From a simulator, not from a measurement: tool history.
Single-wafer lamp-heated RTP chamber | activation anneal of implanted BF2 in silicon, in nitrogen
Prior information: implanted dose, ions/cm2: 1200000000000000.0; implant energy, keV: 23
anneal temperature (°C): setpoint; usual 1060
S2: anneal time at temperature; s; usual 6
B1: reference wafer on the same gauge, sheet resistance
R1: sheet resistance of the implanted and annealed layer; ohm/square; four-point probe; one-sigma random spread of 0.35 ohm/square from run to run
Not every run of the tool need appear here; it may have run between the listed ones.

Run 1, hour 0: usual settings but anneal temperature (°C) 1080; B1 172.98. Result: R1 139.35 ohm/square.
Run 2, hour 11.6: usual settings but anneal temperature (°C) 1039, S2 7 s; B1 173.03. Result: R1 164.93 ohm/square.
Run 3, hour 23.4: usual settings but anneal temperature (°C) 1039, S2 7 s; B1 173.04. Result: R1 164 ohm/square.
Run 4, hour 31.7: usual settings; B1 173.07. Result: R1 150.13 ohm/square.
Run 5, hour 40.1: usual settings; B1 172.96. Result: R1 150.44 ohm/square.
At hour 50.1: pyrometer window cleaned and pyrometer calibrated.
Run 6, hour 57: usual settings but S2 7 s; B1 173.02. Result: R1 147.67 ohm/square.
Run 7, hour 70.5: usual settings but S2 7 s; B1 173. Result: R1 148.55 ohm/square.
Run 8, hour 84.4: usual settings; B1 172.98. Result: R1 151.17 ohm/square.
Run 9, hour 93.3: usual settings; B1 173. Result: R1 151.25 ohm/square.
Run 10, hour 100.8: usual settings; B1 173.08. Result: R1 150.85 ohm/square.
Run 11, hour 116: usual settings; B1 172.97. Result: R1 150.76 ohm/square.
Run 12, hour 125.5: usual settings but S2 5 s; B1 173.06. Result: R1 154.47 ohm/square.
At hour 136.7: gauge calibrated.
Run 13, hour 138.3: usual settings; B1 173.06. Result: R1 150.78 ohm/square.
Run 14, hour 154.8: usual settings but S2 4 s; B1 172.91. Result: R1 158.21 ohm/square.
Run 15, hour 165.9: usual settings but S2 4 s; B1 172.91. Result: R1 158.42 ohm/square.
Run 16, hour 174.1: usual settings; B1 172.94. Result: R1 150.42 ohm/square.
Run 17, hour 181.7: usual settings but anneal temperature (°C) 1045, S2 10 s; B1 173.03. Result: R1 152.31 ohm/square.
Run 18, hour 187.9: usual settings but S2 8 s; B1 172.96. Result: R1 145.29 ohm/square.
Run 19, hour 204.9: usual settings but anneal temperature (°C) 1038, S2 9 s; B1 173.07. Result: R1 159.85 ohm/square.
Run 20, hour 222.1: usual settings but anneal temperature (°C) 1037, S2 3 s; B1 173.06. Result: R1 182.19 ohm/square.
At hour 234.7: pyrometer window cleaned and pyrometer calibrated.
Run 21, hour 238.1: usual settings but anneal temperature (°C) 1052, S2 7 s; B1 172.96. Result: R1 154.12 ohm/square.
Run 22, hour 248.7: usual settings but anneal temperature (°C) 1038; B1 173.07. Result: R1 169.6 ohm/square.
Run 23, hour 266.2: usual settings; B1 173.1. Result: R1 151.7 ohm/square.
Run 24, hour 283.6: usual settings but anneal temperature (°C) 1076, S2 4 s; B1 173.02. Result: R1 148.14 ohm/square.
Run 25, hour 328.2: usual settings but anneal temperature (°C) 1043, S2 3 s; B1 173. Result: R1 176.96 ohm/square.
Run 26, hour 339.1: usual settings but anneal temperature (°C) 1049, S2 9 s; B1 173.05. Result: R1 151.09 ohm/square.
At hour 349.2: reflector plate cleaned.
Run 27, hour 350.2: usual settings; B1 173.07. Result: R1 150.44 ohm/square.
Run 28, hour 364.5: usual settings but anneal temperature (°C) 1050, S2 9 s; B1 172.99. Result: R1 150.81 ohm/square.
Run 29, hour 381: usual settings but anneal temperature (°C) 1044; B1 172.98. Result: R1 162.15 ohm/square.
Run 30, hour 393: usual settings but anneal temperature (°C) 1044, S2 9 s; B1 173.02. Result: R1 154.5 ohm/square.
Run 31, hour 406: usual settings; B1 172.98. Result: R1 150.24 ohm/square.
At hour 417.7: pyrometer window cleaned and pyrometer calibrated.
Run 32, hour 418.2: usual settings but anneal temperature (°C) 1078, S2 4 s; B1 173.09. Result: R1 146.89 ohm/square.
Run 33, hour 429.1: usual settings but anneal temperature (°C) 1048, S2 3 s; B1 172.85. Result: R1 173.73 ohm/square.
Run 34, hour 439: usual settings but anneal temperature (°C) 1076, S2 9 s; B1 172.98. Result: R1 134.5 ohm/square.
Run 35, hour 452.4: usual settings but anneal temperature (°C) 1087; B1 173.07. Result: R1 135.51 ohm/square.
Run 36, hour 470.1: usual settings but anneal temperature (°C) 1076, S2 3 s; B1 173.09. Result: R1 152.56 ohm/square.
Run 37, hour 482.4: usual settings; B1 173.08. Result: R1 150.56 ohm/square.

A few steps of R1 between consecutive runs. Split each: what settings, incoming material and random variation would produce without the hidden state, and what is left over for the hidden state, along with gauge scatter present in only one of the two compared results (measured, and without hidden state):
Hidden state present: true wafer temperature minus pyrometer reading, K; wafer temperature error from the tarnished reflector plate, K; gauge reads high (%).
Run 5 -> 6: S2 6 -> 7, pyrometer window cleaned and pyrometer calibrated. R1 -2.77 ohm/square: hidden state +1.12, all else -3.89.
Run 20 -> 21: anneal temperature (°C) 1037 -> 1052, S2 3 -> 7, pyrometer window cleaned and pyrometer calibrated. R1 -28.07 ohm/square: hidden state +1.73, all else -29.8.
Run 24 -> 25: anneal temperature (°C) 1076 -> 1043, S2 4 -> 3. R1 +28.82 ohm/square: hidden state -0.4, all else +29.22.
Run 31 -> 32: anneal temperature (°C) 1060 -> 1078, S2 6 -> 4, pyrometer window cleaned and pyrometer calibrated. R1 -3.35 ohm/square: hidden state +1.13, all else -4.48.
Run 33 -> 34: anneal temperature (°C) 1048 -> 1076, S2 3 -> 9. R1 -39.23 ohm/square: hidden state +0.06, all else -39.29.
